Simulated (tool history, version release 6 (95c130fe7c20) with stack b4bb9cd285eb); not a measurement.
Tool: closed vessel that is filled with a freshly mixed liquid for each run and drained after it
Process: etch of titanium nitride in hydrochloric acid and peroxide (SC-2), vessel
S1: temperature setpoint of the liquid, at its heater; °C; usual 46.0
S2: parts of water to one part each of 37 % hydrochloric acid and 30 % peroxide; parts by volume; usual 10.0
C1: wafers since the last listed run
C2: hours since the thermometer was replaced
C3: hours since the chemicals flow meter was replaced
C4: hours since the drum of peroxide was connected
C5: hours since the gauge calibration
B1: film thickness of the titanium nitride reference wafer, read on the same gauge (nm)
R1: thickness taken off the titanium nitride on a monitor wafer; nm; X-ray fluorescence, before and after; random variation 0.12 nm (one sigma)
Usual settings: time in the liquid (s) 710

run 1 hour=0.0 | S1=48.5 S2=10.0 time_in_the_liquid_(s)=710 | C1=0 C2=1959.5 C3=828.0 C4=679.6 C5=648.2 | B1=140.01 | R1=15.14
run 2 hour=103.7 | S1=48.5 S2=10.0 time_in_the_liquid_(s)=710 | C1=6802 C2=2063.2 C3=931.7 C4=783.3 C5=751.9 | B1=140.02 | R1=15.26
run 3 hour=132.5 | S1=46.0 S2=10.0 time_in_the_liquid_(s)=710 | C1=1889 C2=2092.0 C3=960.5 C4=812.1 C5=780.7 | B1=139.98 | R1=12.46
run 4 hour=173.8 | S1=46.0 S2=10.0 time_in_the_liquid_(s)=710 | C1=2709 C2=2133.3 C3=1001.8 C4=853.4 C5=822.0 | B1=140.00 | R1=12.42
run 5 hour=235.0 | S1=46.0 S2=10.0 time_in_the_liquid_(s)=710 | C1=4014 C2=2194.5 C3=1063.0 C4=914.6 C5=883.2 | B1=139.98 | R1=12.32
run 6 hour=273.6 | S1=44.0 S2=12.5 time_in_the_liquid_(s)=710 | C1=2531 C2=2233.1 C3=1101.6 C4=953.2 C5=921.8 | B1=139.99 | R1=8.84
run 7 hour=302.8 | S1=44.0 S2=12.5 time_in_the_liquid_(s)=710 | C1=1915 C2=2262.3 C3=1130.8 C4=982.4 C5=951.0 | B1=140.00 | R1=8.92
run 8 hour=358.3 | S1=46.0 S2=10.0 time_in_the_liquid_(s)=710 | C1=3640 C2=2317.8 C3=1186.3 C4=1037.9 C5=1006.5 | B1=140.01 | R1=12.40
run 9 hour=389.4 | S1=46.0 S2=10.0 time_in_the_liquid_(s)=710 | C1=2039 C2=2348.9 C3=1217.4 C4=1069.0 C5=1037.6 | B1=139.96 | R1=12.36
run 10 hour=429.1 | S1=46.0 S2=10.0 time_in_the_liquid_(s)=710 | C1=2604 C2=2388.6 C3=1257.1 C4=1108.7 C5=1077.3 | B1=139.97 | R1=12.14
run 11 hour=487.1 | S1=46.0 S2=10.0 time_in_the_liquid_(s)=710 | C1=3804 C2=2446.6 C3=1315.1 C4=1166.7 C5=1135.3 | B1=140.03 | R1=12.01
run 12 hour=524.6 | S1=46.0 S2=10.0 time_in_the_liquid_(s)=710 | C1=2459 C2=2484.1 C3=1352.6 C4=1204.2 C5=1172.8 | B1=139.99 | R1=11.88
run 13 hour=579.4 | S1=46.0 S2=10.0 time_in_the_liquid_(s)=710 | C1=3594 C2=2538.9 C3=1407.4 C4=1259.0 C5=1227.6 | B1=140.01 | R1=12.09
-- hour=610.8 new drum of peroxide connected
run 14 hour=648.5 | S1=46.0 S2=10.0 time_in_the_liquid_(s)=710 | C1=4466 C2=2608.0 C3=1476.5 C4=37.7 C5=1296.7 | B1=139.98 | R1=13.12
run 15 hour=693.3 | S1=43.5 S2=7.5 time_in_the_liquid_(s)=290 | C1=2938 C2=2652.8 C3=1521.3 C4=82.5 C5=1341.5 | B1=140.00 | R1=5.67
run 16 hour=728.3 | S1=46.0 S2=10.0 time_in_the_liquid_(s)=710 | C1=2295 C2=2687.8 C3=1556.3 C4=117.5 C5=1376.5 | B1=140.04 | R1=12.78
run 17 hour=791.7 | S1=55.5 S2=7.0 time_in_the_liquid_(s)=370 | C1=4158 C2=2751.2 C3=1619.7 C4=180.9 C5=1439.9 | B1=139.98 | R1=16.94
-- hour=817.4 thermometer replaced
run 18 hour=832.9 | S1=53.5 S2=6.0 time_in_the_liquid_(s)=1065 | C1=2636 C2=15.5 C3=1660.9 C4=222.1 C5=1481.1 | B1=140.01 | R1=47.54
run 19 hour=874.1 | S1=49.0 S2=12.5 time_in_the_liquid_(s)=930 | C1=2702 C2=56.7 C3=1702.1 C4=263.3 C5=1522.3 | B1=140.00 | R1=16.77
-- hour=945.3 gauge calibrated
run 20 hour=1032.3 | S1=46.0 S2=12.5 time_in_the_liquid_(s)=575 | C1=10376 C2=214.9 C3=1860.3 C4=421.5 C5=87.0 | B1=139.98 | R1=8.35
run 21 hour=1061.1 | S1=46.0 S2=10.0 time_in_the_liquid_(s)=710 | C1=1889 C2=243.7 C3=1889.1 C4=450.3 C5=115.8 | B1=140.01 | R1=12.49
run 22 hour=1093.5 | S1=46.0 S2=8.5 time_in_the_liquid_(s)=1100 | C1=2125 C2=276.1 C3=1921.5 C4=482.7 C5=148.2 | B1=140.00 | R1=22.08
-- hour=1140.3 chemicals flow meter replaced
run 23 hour=1143.5 | S1=54.5 S2=6.0 time_in_the_liquid_(s)=870 | C1=3214 C2=326.1 C3=3.2 C4=532.7 C5=198.2 | B1=140.05 | R1=43.56
run 24 hour=1210.5 | S1=41.0 S2=7.0 time_in_the_liquid_(s)=1070 | C1=4394 C2=393.1 C3=70.2 C4=599.7 C5=265.2 | B1=140.04 | R1=19.39
run 25 hour=1244.3 | S1=56.0 S2=10.0 time_in_the_liquid_(s)=910 | C1=2217 C2=426.9 C3=104.0 C4=633.5 C5=299.0 | B1=139.97 | R1=34.20
run 26 hour=1316.0 | S1=43.0 S2=14.0 time_in_the_liquid_(s)=710 | C1=4703 C2=498.6 C3=175.7 C4=705.2 C5=370.7 | B1=139.98 | R1=8.10
run 27 hour=1363.1 | S1=46.0 S2=8.5 time_in_the_liquid_(s)=1110 | C1=3089 C2=545.7 C3=222.8 C4=752.3 C5=417.8 | B1=139.98 | R1=23.61
run 28 hour=1413.0 | S1=46.0 S2=10.0 time_in_the_liquid_(s)=710 | C1=3273 C2=595.6 C3=272.7 C4=802.2 C5=467.7 | B1=139.99 | R1=13.20
run 29 hour=1468.5 | S1=40.0 S2=10.0 time_in_the_liquid_(s)=710 | C1=3640 C2=651.1 C3=328.2 C4=857.7 C5=523.2 | B1=139.99 | R1=8.63

The tool's hidden state at each run:
liquid hotter than its thermometer reads (K): 0 in every run
gauge reads high (%): 0 in every run
H1: chemicals flow below the setpoint (%)
H2: peroxide weaker than its label (%)
run=1 H1=5.96 H2=5.9
run=2 H1=6.56 H2=6.55
run=3 H1=6.73 H2=6.73
run=4 H1=6.97 H2=6.99
run=5 H1=7.33 H2=7.37
run=6 H1=7.55 H2=7.62
run=7 H1=7.72 H2=7.8
run=8 H1=8.04 H2=8.15
run=9 H1=8.22 H2=8.34
run=10 H1=8.45 H2=8.59
run=11 H1=8.79 H2=8.95
run=12 H1=9.01 H2=9.19
run=13 H1=9.32 H2=9.53
run=14 H1=9.72 H2=0.993
run=15 H1=9.98 H2=1.27
run=16 H1=10.2 H2=1.49
run=17 H1=10.6 H2=1.89
run=18 H1=10.8 H2=2.15
run=19 H1=11 H2=2.41
run=20 H1=11.9 H2=3.4
run=21 H1=12.1 H2=3.58
run=22 H1=12.3 H2=3.78
run=23 H1=1.27 H2=4.1
run=24 H1=1.66 H2=4.52
run=25 H1=1.86 H2=4.73
run=26 H1=2.28 H2=5.18
run=27 H1=2.55 H2=5.48
run=28 H1=2.84 H2=5.79
run=29 H1=3.16 H2=6.14
